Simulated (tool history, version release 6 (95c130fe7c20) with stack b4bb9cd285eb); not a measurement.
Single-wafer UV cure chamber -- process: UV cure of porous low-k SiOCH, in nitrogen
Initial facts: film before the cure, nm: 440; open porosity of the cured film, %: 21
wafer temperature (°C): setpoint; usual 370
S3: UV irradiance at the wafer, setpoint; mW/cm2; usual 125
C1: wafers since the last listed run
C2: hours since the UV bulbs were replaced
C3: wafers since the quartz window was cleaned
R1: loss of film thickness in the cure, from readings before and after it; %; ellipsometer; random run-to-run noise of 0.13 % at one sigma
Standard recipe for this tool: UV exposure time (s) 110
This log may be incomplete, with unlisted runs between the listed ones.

Run 1, hour 0: usual settings; C1 0; C2 1512.7; C3 3752. Result: R1 6.892 %.
At hour 32.3: quartz window cleaned.
Run 2, hour 49.6: usual settings; C1 217; C2 1562.3; C3 90. Result: R1 7.245 %.
Run 3, hour 152.5: usual settings; C1 537; C2 1665.2; C3 627. Result: R1 6.922 %.
Run 4, hour 253.7: usual settings; C1 528; C2 1766.4; C3 1156. Result: R1 6.994 %.
Run 5, hour 341.4: usual settings; C1 458; C2 1854.1; C3 1614. Result: R1 6.787 %.
Run 6, hour 421.6: usual settings but UV exposure time (s) 125, S3 150 mW/cm2; C1 418; C2 1934.3; C3 2032. Result: R1 7.588 %.
Run 7, hour 583.2: usual settings but UV exposure time (s) 125, S3 150 mW/cm2; C1 843; C2 2095.9; C3 2876. Result: R1 7.462 %.
Run 8, hour 660.9: usual settings but wafer temperature (°C) 356, UV exposure time (s) 90; C1 405; C2 2173.6; C3 3282. Result: R1 5.163 %.
At hour 675.6: quartz window cleaned.
Run 9, hour 734.5: usual settings but wafer temperature (°C) 356, UV exposure time (s) 90; C1 342; C2 2247.2; C3 307. Result: R1 5.47 %.
Run 10, hour 773.4: usual settings but wafer temperature (°C) 356, UV exposure time (s) 90; C1 203; C2 2286.1; C3 510. Result: R1 5.311 %.
At hour 803.5: UV bulbs replaced.
Run 11, hour 814.3: usual settings but wafer temperature (°C) 358; C1 171; C2 10.8; C3 682. Result: R1 7.735 %.
Run 12, hour 854.8: usual settings but wafer temperature (°C) 358; C1 211; C2 51.3; C3 893. Result: R1 7.562 %.
Run 13, hour 936.8: usual settings but wafer temperature (°C) 358; C1 428; C2 133.3; C3 1322. Result: R1 7.905 %.
Run 14, hour 1044.2: usual settings; C1 560; C2 240.7; C3 1883. Result: R1 7.821 %.
Run 15, hour 1148: usual settings; C1 542; C2 344.5; C3 2425. Result: R1 7.637 %.
Run 16, hour 1219.8: usual settings; C1 374; C2 416.3; C3 2800. Result: R1 7.518 %.
Run 17, hour 1287.5: usual settings; C1 353; C2 484; C3 3153. Result: R1 7.494 %.
At hour 1332.1: quartz window cleaned.
Run 18, hour 1380.3: usual settings; C1 442; C2 576.8; C3 251. Result: R1 7.824 %.
Run 19, hour 1475.6: usual settings; C1 497; C2 672.1; C3 749. Result: R1 7.653 %.
Run 20, hour 1550.2: usual settings but wafer temperature (°C) 385, UV exposure time (s) 80; C1 389; C2 746.7; C3 1139. Result: R1 6.8 %.
Run 21, hour 1641.3: usual settings but UV exposure time (s) 140, S3 96 mW/cm2; C1 475; C2 837.8; C3 1615. Result: R1 7.558 %.
Run 22, hour 1748.1: usual settings but wafer temperature (°C) 381; C1 557; C2 944.6; C3 2172. Result: R1 7.719 %.
Run 23, hour 1788: usual settings; C1 208; C2 984.5; C3 2381. Result: R1 7.537 %.

Predict the results of run 24:
Run 24, hour 1891.8: usual settings but wafer temperature (°C) 385; C1 542; C2 1088.3; C3 2923. Result: R1 ?.

{"run 24": {"R1": 7.558}}
Had the tool carried no hidden state, the very same run would have given R1 8.343 %.
